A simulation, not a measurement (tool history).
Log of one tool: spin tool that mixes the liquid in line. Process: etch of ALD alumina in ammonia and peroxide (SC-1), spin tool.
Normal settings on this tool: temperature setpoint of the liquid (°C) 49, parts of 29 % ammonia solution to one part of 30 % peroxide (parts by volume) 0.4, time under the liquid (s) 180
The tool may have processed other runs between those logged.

| run | hour | temperature setpoint of the liquid (°C) | parts of 29 % ammonia solution to one part of 30 % peroxide (parts by volume) | time under the liquid (s) | wafers since the last listed run | hours since the thermometer was replaced | hours since the ammonia flow meter was replaced | hours since the heated supply line was repaired | hours since the drum of ammonia solution was connected | hours since the gauge calibration | read-back film thickness of the ALD alumina reference wafer, read on the same gauge (nm) | thickness taken off the ALD alumina on a monitor wafer (angstrom) |
|---|---|---|---|---|---|---|---|---|---|---|---|---|
| 1 | 0 | 49 | 0.4 | 180 | 0 | 729 | 1909.2 | 1930.5 | 272 | 88.5 | 100.01 | 100.5 |
| 2 | 44.8 | 49 | 0.4 | 180 | 241 | 773.8 | 1954 | 1975.3 | 316.8 | 133.3 | 99.97 | 101.1 |
| 3 | 79.6 | 49 | 0.4 | 180 | 187 | 808.6 | 1988.8 | 2010.1 | 351.6 | 168.1 | 100 | 101.2 |
| 4 | 115 | 49 | 0.4 | 180 | 191 | 844 | 2024.2 | 2045.5 | 387 | 203.5 | 100 | 101.6 |
| 5 | 177.9 | 49 | 0.4 | 180 | 339 | 906.9 | 2087.1 | 2108.4 | 449.9 | 266.4 | 100 | 101.9 |
| 6 | 200.7 | 49 | 0.4 | 180 | 123 | 929.7 | 2109.9 | 2131.2 | 472.7 | 289.2 | 99.99 | 103 |
| 7 | 222.7 | 49 | 0.4 | 180 | 118 | 951.7 | 2131.9 | 2153.2 | 494.7 | 311.2 | 100.01 | 102.9 |
|  | 232.6 | ammonia flow meter replaced |
| 8 | 235.4 | 49 | 0.4 | 180 | 63 | 964.4 | 2.8 | 2165.9 | 507.4 | 323.9 | 99.99 | 101.9 |
|  | 250 | thermometer replaced |
| 9 | 254 | 49 | 0.4 | 180 | 95 | 4 | 21.4 | 2184.5 | 526 | 342.5 | 100.01 | 96 |
| 10 | 285.3 | 49 | 0.4 | 180 | 168 | 35.3 | 52.7 | 2215.8 | 557.3 | 373.8 | 100 | 96 |
| 11 | 313.2 | 49 | 0.4 | 180 | 150 | 63.2 | 80.6 | 2243.7 | 585.2 | 401.7 | 99.99 | 96.4 |
| 12 | 341.9 | 49 | 0.55 | 265 | 154 | 91.9 | 109.3 | 2272.4 | 613.9 | 430.4 | 100.02 | 145.8 |
| 13 | 359 | 40.5 | 0.4 | 75 | 92 | 109 | 126.4 | 2289.5 | 631 | 447.5 | 100 | 24.7 |
| 14 | 381.9 | 49 | 0.4 | 140 | 123 | 131.9 | 149.3 | 2312.4 | 653.9 | 470.4 | 100.02 | 74.8 |
|  | 384.1 | heated supply line repaired |
|  | 406.6 | new drum of ammonia solution connected |
| 15 | 415.2 | 49 | 0.4 | 180 | 168 | 165.2 | 182.6 | 31.1 | 8.6 | 503.7 | 99.99 | 97.2 |
|  | 433.6 | gauge calibrated |
| 16 | 448.2 | 53 | 0.6 | 95 | 178 | 198.2 | 215.6 | 64.1 | 41.6 | 14.6 | 100.01 | 66.3 |
| 17 | 480.7 | 42 | 0.6 | 105 | 175 | 230.7 | 248.1 | 96.6 | 74.1 | 47.1 | 100 | 39.8 |
| 18 | 503 | 49 | 0.4 | 80 | 120 | 253 | 270.4 | 118.9 | 96.4 | 69.4 | 100 | 43.2 |
| 19 | 525.7 | 52.5 | 0.25 | 180 | 122 | 275.7 | 293.1 | 141.6 | 119.1 | 92.1 | 100 | 112.9 |
| 20 | 554.4 | 49 | 0.4 | 140 | 154 | 304.4 | 321.8 | 170.3 | 147.8 | 120.8 | 99.99 | 76.4 |

Alternative continuations, all from the tool just after run 20; predict every row:
| A | 554.9 | 49 | 0.4 | 180 | 2 | 304.9 | 322.3 | 170.8 | 148.3 | 121.3 | ? | ? |
| B | 554.9 | 40 | 0.4 | 180 | 2 | 304.9 | 322.3 | 170.8 | 148.3 | 121.3 | ? | ? |
| C | 554.9 | 46.5 | 0.5 | 90 | 2 | 304.9 | 322.3 | 170.8 | 148.3 | 121.3 | ? | ? |
| D | 554.9 | 49 | 0.6 | 150 | 2 | 304.9 | 322.3 | 170.8 | 148.3 | 121.3 | ? | ? |

| run | read-back film thickness of the ALD alumina reference wafer, read on the same gauge (nm) | thickness taken off the ALD alumina on a monitor wafer (angstrom) |
|---|---|---|
| A | 100.02 | 98.1 |
| B | 100.02 | 58.8 |
| C | 100.02 | 43.6 |
| D | 100.02 | 84.9 |
What these runs would have given with no unlogged condition in the tool:
| run | thickness taken off the ALD alumina on a monitor wafer (angstrom) |
|---|---|
| A | 93.9 |
| B | 56.1 |
| C | 41.7 |
| D | 81.3 |

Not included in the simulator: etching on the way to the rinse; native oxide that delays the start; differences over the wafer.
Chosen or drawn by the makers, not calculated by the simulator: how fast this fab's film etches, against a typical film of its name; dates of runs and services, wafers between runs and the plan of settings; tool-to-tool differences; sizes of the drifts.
